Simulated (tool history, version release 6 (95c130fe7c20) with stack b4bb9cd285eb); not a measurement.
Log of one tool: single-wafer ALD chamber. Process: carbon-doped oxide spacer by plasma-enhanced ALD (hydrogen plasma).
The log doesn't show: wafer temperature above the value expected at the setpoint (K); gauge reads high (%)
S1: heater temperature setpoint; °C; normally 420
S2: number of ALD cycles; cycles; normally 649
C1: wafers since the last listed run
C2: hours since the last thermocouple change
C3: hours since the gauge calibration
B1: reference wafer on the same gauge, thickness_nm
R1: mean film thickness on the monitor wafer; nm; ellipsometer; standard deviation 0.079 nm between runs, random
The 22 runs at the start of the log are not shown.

run	hour	S1	S2	C1	C2	C3	B1	R1
23	682.7	426	649	20	141.7	1321.2	26.989	31.059
24	705.8	420	758	14	164.8	1344.3	27.010	37.072
25	724.6	416	584	11	183.6	1363.1	26.997	28.912
26	785.2	420	758	38	244.2	1423.7	27.002	37.407
27	798.2	410	748	8	257.2	1436.7	27.000	38.050
# hour 803.8: gauge calibrated
28	818.5	415	593	12	277.5	14.7	27.014	29.679
29	844.3	431	546	16	303.3	40.5	26.993	25.735
30	899.5	420	758	34	358.5	95.7	27.002	37.297
31	928.8	431	649	18	387.8	125.0	27.003	30.643
32	959.7	427	711	19	418.7	155.9	26.993	33.951
33	992.0	413	527	20	451.0	188.2	26.995	26.594
34	1006.0	413	590	8	465.0	202.2	26.996	29.759
35	1023.4	435	546	11	482.4	219.6	26.992	25.403
36	1058.9	420	649	22	517.9	255.1	26.990	32.095
37	1090.8	420	585	20	549.8	287.0	27.001	28.914
38	1125.9	406	549	22	584.9	322.1	27.011	28.413
39	1142.5	429	649	10	601.5	338.7	27.003	31.069
40	1171.2	415	649	18	630.2	367.4	26.994	32.637
41	1183.5	410	748	7	642.5	379.7	26.988	38.178
42	1197.2	408	649	8	656.2	393.4	27.014	33.510
43	1211.5	407	736	9	670.5	407.7	26.999	37.921
44	1227.7	405	767	10	686.7	423.9	26.995	39.722
45	1251.7	420	649	15	710.7	447.9	26.996	32.060
46	1267.8	406	649	10	726.8	464.0	27.001	33.712
47	1295.9	406	693	17	754.9	492.1	26.990	35.773

Below are 3 alternative next runs, each starting from the tool's condition after run 47. Predict each:
A	1297.3	420	649	0	756.3	493.5	?	?
B	1297.3	434	718	0	756.3	493.5	?	?
C	1297.3	420	596	0	756.3	493.5	?	?

run	B1	R1
A	27.003	31.937
B	27.003	33.559
C	27.003	29.329
With the hidden condition removed and each run's random variation left untouched, the same runs would have given:
run	R1
A	31.466
B	33.038
C	28.896
